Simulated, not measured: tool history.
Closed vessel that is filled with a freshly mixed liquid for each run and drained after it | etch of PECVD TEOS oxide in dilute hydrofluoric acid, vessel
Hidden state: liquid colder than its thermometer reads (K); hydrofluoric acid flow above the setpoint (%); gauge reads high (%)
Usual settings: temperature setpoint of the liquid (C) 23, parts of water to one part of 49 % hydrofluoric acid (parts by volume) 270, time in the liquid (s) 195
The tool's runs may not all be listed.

run	hour	temperature setpoint of the liquid (C)	parts of water to one part of 49 % hydrofluoric acid (parts by volume)	time in the liquid (s)	wafers since the last listed run	hours since the thermometer was replaced	hours since the hydrofluoric acid flow meter was replaced	hours since the gauge calibration	read-back film thickness of the PECVD TEOS oxide reference wafer, read on the same gauge (nm)	thickness taken off the PECVD TEOS oxide on a monitor wafer (nm)
1	0	23	270	195	0	925.2	1611	385.1	130	12.96
2	34	23	270	195	1845	959.2	1645	419.1	129.99	13
3	69.9	23	270	195	1948	995.1	1680.9	455	130	13.02
4	103.8	23	270	195	1840	1029	1714.8	488.9	129.97	13.13
5	204.9	23	270	195	5488	1130.1	1815.9	590	130.01	13.09
6	219.2	23	270	195	776	1144.4	1830.2	604.3	130.02	13.09
7	255	23	270	195	1943	1180.2	1866	640.1	130	13.12
8	286.6	23	270	195	1715	1211.8	1897.6	671.7	129.98	13.13
9	314.9	23	170	195	1536	1240.1	1925.9	700	129.99	23.08
10	344.4	23	270	195	1601	1269.6	1955.4	729.5	130	13.13
# hour 364.7: hydrofluoric acid flow meter replaced
11	365.2	23	270	195	1074	1290.4	0.5	750.3	130.04	12.38
12	396.1	23	270	195	1677	1321.3	31.4	781.2	129.99	12.27
# hour 411.6: gauge calibrated
13	412.8	23	270	195	906	1338	48.1	1.2	129.99	12.37
14	433.8	23	270	115	1140	1359	69.1	22.2	129.99	7.31

Forecast run 15:
15	475.6	24.5	315	305	2269	1400.8	110.9	64	?	?

Run 15 gave read-back film thickness of the PECVD TEOS oxide reference wafer, read on the same gauge (nm) 130.04, thickness taken off the PECVD TEOS oxide on a monitor wafer (nm) 16.68.
Without the tool's hidden state the same run would have given thickness taken off the PECVD TEOS oxide on a monitor wafer (nm) 16.59.
